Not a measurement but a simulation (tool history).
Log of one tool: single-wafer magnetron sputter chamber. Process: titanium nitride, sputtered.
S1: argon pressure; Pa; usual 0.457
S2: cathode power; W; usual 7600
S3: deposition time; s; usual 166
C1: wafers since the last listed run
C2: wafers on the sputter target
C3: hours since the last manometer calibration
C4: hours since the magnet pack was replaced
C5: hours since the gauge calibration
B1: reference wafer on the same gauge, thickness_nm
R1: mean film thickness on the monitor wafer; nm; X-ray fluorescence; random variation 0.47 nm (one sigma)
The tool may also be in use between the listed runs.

Run 1, hour 0: usual settings; C1 0; C2 859; C3 1691.6; C4 7958.5; C5 411; B1 185.144. Result: R1 201.802 nm.
Run 2, hour 69.4: usual settings; C1 898; C2 1758; C3 1761; C4 8027.9; C5 480.4; B1 185.201. Result: R1 200.95 nm.
Run 3, hour 122.3: usual settings; C1 684; C2 2443; C3 1813.9; C4 8080.8; C5 533.3; B1 185.027. Result: R1 200.355 nm.
Run 4, hour 151.3: usual settings; C1 375; C2 2818; C3 1842.9; C4 8109.8; C5 562.3; B1 185.014. Result: R1 199.497 nm.
Run 5, hour 185.5: usual settings; C1 442; C2 3261; C3 1877.1; C4 8144; C5 596.5; B1 184.967. Result: R1 199.558 nm.
Run 6, hour 243.2: usual settings; C1 746; C2 4008; C3 1934.8; C4 8201.7; C5 654.2; B1 184.845. Result: R1 197.791 nm.
Run 7, hour 270.4: usual settings; C1 352; C2 4360; C3 1962; C4 8228.9; C5 681.4; B1 185.12. Result: R1 197.172 nm.
At hour 297.6: sputter target and shields replaced.
Run 8, hour 318.2: usual settings; C1 515; C2 266; C3 2009.8; C4 8276.7; C5 729.2; B1 185.107. Result: R1 202.581 nm.
Run 9, hour 368.2: usual settings but S2 6300 W; C1 647; C2 913; C3 2059.8; C4 8326.7; C5 779.2; B1 184.929. Result: R1 166.887 nm.
Run 10, hour 415.6: usual settings but S2 6300 W; C1 613; C2 1527; C3 2107.2; C4 8374.1; C5 826.6; B1 185.044. Result: R1 167.55 nm.
Run 11, hour 486.4: usual settings but S2 6300 W; C1 916; C2 2443; C3 2178; C4 8444.9; C5 897.4; B1 184.858. Result: R1 167.194 nm.
At hour 520.7: capacitance manometer re-zeroed and calibrated.
Run 12, hour 551.5: usual settings; C1 739; C2 3182; C3 30.8; C4 8510; C5 962.5; B1 185.097. Result: R1 206.571 nm.
At hour 618.1: sputter target and shields replaced.
Run 13, hour 620.1: usual settings; C1 784; C2 25; C3 99.4; C4 8578.6; C5 1031.1; B1 184.859. Result: R1 207.765 nm.
Run 14, hour 655.6: usual settings but S1 0.384 Pa, S3 151 s; C1 459; C2 485; C3 134.9; C4 8614.1; C5 1066.6; B1 184.855. Result: R1 193.602 nm.
Run 15, hour 717.7: usual settings but S2 6700 W, S3 193 s; C1 803; C2 1289; C3 197; C4 8676.2; C5 1128.7; B1 185.052. Result: R1 211.381 nm.
At hour 732.2: magnet pack replaced.
Run 16, hour 764.1: usual settings but S1 0.62 Pa, S2 6350 W, S3 148 s; C1 497; C2 1786; C3 243.4; C4 31.9; C5 1175.1; B1 184.93. Result: R1 143.892 nm.
Run 17, hour 813.1: usual settings; C1 634; C2 2420; C3 292.4; C4 80.9; C5 1224.1; B1 184.96. Result: R1 205.631 nm.
Run 18, hour 851.4: usual settings; C1 495; C2 2916; C3 330.7; C4 119.2; C5 1262.4; B1 185.047. Result: R1 204.483 nm.
At hour 871.5: gauge calibrated.
Run 19, hour 886.3: usual settings but S1 0.567 Pa; C1 451; C2 3368; C3 365.6; C4 154.1; C5 14.8; B1 184.763. Result: R1 195.922 nm.
Run 20, hour 912.2: usual settings but S1 0.345 Pa, S2 6800 W; C1 335; C2 3703; C3 391.5; C4 180; C5 40.7; B1 185.085. Result: R1 190.351 nm.
Run 21, hour 968.7: usual settings but S1 0.627 Pa, S2 8900 W, S3 181 s; C1 731; C2 4435; C3 448; C4 236.5; C5 97.2; B1 184.926. Result: R1 241.876 nm.
At hour 1022.2: sputter target and shields replaced.
Run 22, hour 1180.8: usual settings; C1 2642; C2 2053; C3 660.1; C4 448.6; C5 309.3; B1 185.066. Result: R1 205.013 nm.
Run 23, hour 1251.6: usual settings but S1 0.332 Pa, S2 6550 W, S3 157 s; C1 916; C2 2970; C3 730.9; C4 519.4; C5 380.1; B1 184.979. Result: R1 174.141 nm.
Run 24, hour 1292.1: usual settings but S1 0.588 Pa, S2 6100 W, S3 176 s; C1 524; C2 3494; C3 771.4; C4 559.9; C5 420.6; B1 184.992. Result: R1 163.025 nm.
Run 25, hour 1321: usual settings but S1 0.543 Pa, S2 8650 W; C1 374; C2 3868; C3 800.3; C4 588.8; C5 449.5; B1 185.232. Result: R1 221.683 nm.
At hour 1373: sputter target and shields replaced.
Run 26, hour 1373.5: usual settings; C1 576; C2 6; C3 852.8; C4 641.3; C5 502; B1 184.952. Result: R1 203.395 nm.
Run 27, hour 1404.9: usual settings but S1 0.567 Pa, S2 9200 W; C1 406; C2 413; C3 884.2; C4 672.7; C5 533.4; B1 185.161. Result: R1 235.591 nm.
Run 28, hour 1473.6: usual settings; C1 889; C2 1302; C3 952.9; C4 741.4; C5 602.1; B1 185.039. Result: R1 203.238 nm.

5 ways to go on from here, each from the tool as it stands after run 28. What would each give?
Run A, hour 1474: usual settings; C1 5; C2 1307; C3 953.3; C4 741.8; C5 602.5; B1 ?. Result: R1 ?.
Run B, hour 1474: usual settings but S1 0.524 Pa, S2 8750 W; C1 5; C2 1307; C3 953.3; C4 741.8; C5 602.5; B1 ?. Result: R1 ?.
Run C, hour 1474: usual settings but S2 9400 W; C1 5; C2 1307; C3 953.3; C4 741.8; C5 602.5; B1 ?. Result: R1 ?.
Run D, hour 1474: usual settings but S1 0.282 Pa; C1 5; C2 1307; C3 953.3; C4 741.8; C5 602.5; B1 ?. Result: R1 ?.
Run E, hour 1474: usual settings but S2 8800 W; C1 5; C2 1307; C3 953.3; C4 741.8; C5 602.5; B1 ?. Result: R1 ?.

run       B1       R1
  A  184.957  202.504
  B  184.957   226.81
  C  184.957  250.466
  D  184.957  217.914
  E  184.957  234.479
Without the tool's hidden state the same runs would have given:
run       R1
  A   207.27
  B   232.66
  C   256.36
  D  221.712
  E  239.997
